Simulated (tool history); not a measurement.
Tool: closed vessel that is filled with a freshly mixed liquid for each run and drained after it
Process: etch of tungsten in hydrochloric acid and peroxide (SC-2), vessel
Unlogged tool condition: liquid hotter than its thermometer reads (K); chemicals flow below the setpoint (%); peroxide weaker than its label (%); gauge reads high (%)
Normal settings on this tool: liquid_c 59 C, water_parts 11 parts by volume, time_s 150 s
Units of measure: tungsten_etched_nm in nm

run    hour  liquid_c  water_parts  time_s  wafers since the last listed run  hours since the thermometer was replaced  hours since the chemicals flow meter was replaced  hours since the drum of peroxide was connected  hours since the gauge calibration  read-back film thickness of the tungsten reference wafer, read on the same gauge (nm)  tungsten_etched_nm
  1       0        59           11     150                                 0                                    1603.1                                              539.5                                           320.3                             1218.3                                                                                  89.96               25.54
  2    49.8        59           11     150                              4427                                    1652.9                                              589.3                                           370.1                             1268.1                                                                                  89.97               25.21
  3      90        59           11     150                              3574                                    1693.1                                              629.5                                           410.3                             1308.3                                                                                  90.03               24.92
      116.9  -- chemicals flow meter replaced
  4   152.5        62           11     150                              5468                                    1755.6                                               35.6                                           472.8                             1370.8                                                                                  89.99               32.94
  5   210.1        62           11     150                              5121                                    1813.2                                               93.2                                           530.4                             1428.4                                                                                  90.05               32.34
  6   236.4        59           11     150                              2338                                    1839.5                                              119.5                                           556.7                             1454.7                                                                                  90.02                26.9
  7   413.3        59           11     150                             15728                                    2016.4                                              296.4                                           733.6                             1631.6                                                                                  90.01               26.27
      425.1  -- new drum of peroxide connected
  8   457.8        59           11     150                              3867                                    2060.9                                              340.9                                            32.7                             1676.1                                                                                  89.98               26.74
      512.6  -- gauge calibrated
  9   515.4        59           11     150                              5121                                    2118.5                                              398.5                                            90.3                                2.8                                                                                     90               26.55
 10   636.4        59           11     150                             10758                                    2239.5                                              519.5                                           211.3                              123.8                                                                                  90.01               25.91
      680.6  -- chemicals flow meter replaced
 11   702.9        59           11     150                              5823                                      2306                                               22.3                                           277.8                              190.3                                                                                  90.02               28.03
 12   801.3        59           11     150                              8749                                    2404.4                                              120.7                                           376.2                              288.7                                                                                  89.96               27.22
 13   855.7        59           14     150                              4836                                    2458.8                                              175.1                                           430.6                              343.1                                                                                  89.99               21.88
 14   885.4        59           11     150                              2640                                    2488.5                                              204.8                                           460.3                              372.8                                                                                  90.02               26.66
 15   942.5        59           11     150                              5076                                    2545.6                                              261.9                                           517.4                              429.9                                                                                  89.99               26.45
 16   979.2        62           11     150                              3263                                    2582.3                                              298.6                                           554.1                              466.6                                                                                  89.98               31.57
 17  1010.2        59           11     150                              2756                                    2613.3                                              329.6                                           585.1                              497.6                                                                                     90               26.32
     1046.9  -- thermometer replaced
 18    1061        55           14     110                              4427                                      14.1                                              380.4                                           635.9                              548.4                                                                                  89.99               11.92
     1126.4  -- new drum of peroxide connected
 19  1127.7        59         13.5     150                              5841                                      80.8                                              447.1                                             1.3                              615.1                                                                                  89.99               22.07
 20    1275        59           15     150                             13097                                     228.1                                              594.4                                           148.6                              762.4                                                                                  90.02               19.51
     1327.8  -- chemicals flow meter replaced
 21  1329.5        59          9.5     125                              4756                                     282.6                                                1.7                                           203.1                              816.9                                                                                     90               26.39
 22  1356.6      63.5           13     185                              2409                                     309.7                                               28.8                                           230.2                                844                                                                                  89.99               39.37
 23  1415.9        59         12.5     125                              5272                                       369                                               88.1                                           289.5                              903.3                                                                                  89.96               20.52
 24  1482.4        59          6.5     150                              5912                                     435.5                                              154.6                                             356                              969.8                                                                                  89.98               41.93
 25    1518        59           11     150                              3165                                     471.1                                              190.2                                           391.6                             1005.4                                                                                  90.01               27.06
 26  1551.5      67.5         15.5     150                              2978                                     504.6                                              223.7                                           425.1                             1038.9                                                                                  89.99               33.65
 27  1593.3        56          6.5     150                              3716                                     546.4                                              265.5                                           466.9                             1080.7                                                                                  90.01               33.76
 28    1622        59           11     150                              2551                                     575.1                                              294.2                                           495.6                             1109.4                                                                                     90               26.38
 29  1681.1        64           11      95                              5254                                     634.2                                              353.3                                           554.7                             1168.5                                                                                  90.02               22.49

Selected run-to-run steps in tungsten_etched_nm, each split into two signed amounts: the part the tool would show with no hidden state at all (from settings, incoming material and random variation), and the remainder, which goes to the hidden state together with any gauge scatter not common to the measured and the hidden-state-free results:
Run 3 -> 4: liquid_c 59 -> 62, chemicals flow meter replaced. tungsten_etched_nm +8.02 nm: hidden state +2.18, all else +5.84.
Run 10 -> 11: chemicals flow meter replaced. tungsten_etched_nm +2.12 nm: hidden state +1.79, all else +0.33.
Run 22 -> 23: liquid_c 63.5 -> 59, water_parts 13 -> 12.5, time_s 185 -> 125. tungsten_etched_nm -18.85 nm: hidden state +0.19, all else -19.04.
Run 23 -> 24: water_parts 12.5 -> 6.5, time_s 125 -> 150. tungsten_etched_nm +21.41 nm: hidden state -1.06, all else +22.47.

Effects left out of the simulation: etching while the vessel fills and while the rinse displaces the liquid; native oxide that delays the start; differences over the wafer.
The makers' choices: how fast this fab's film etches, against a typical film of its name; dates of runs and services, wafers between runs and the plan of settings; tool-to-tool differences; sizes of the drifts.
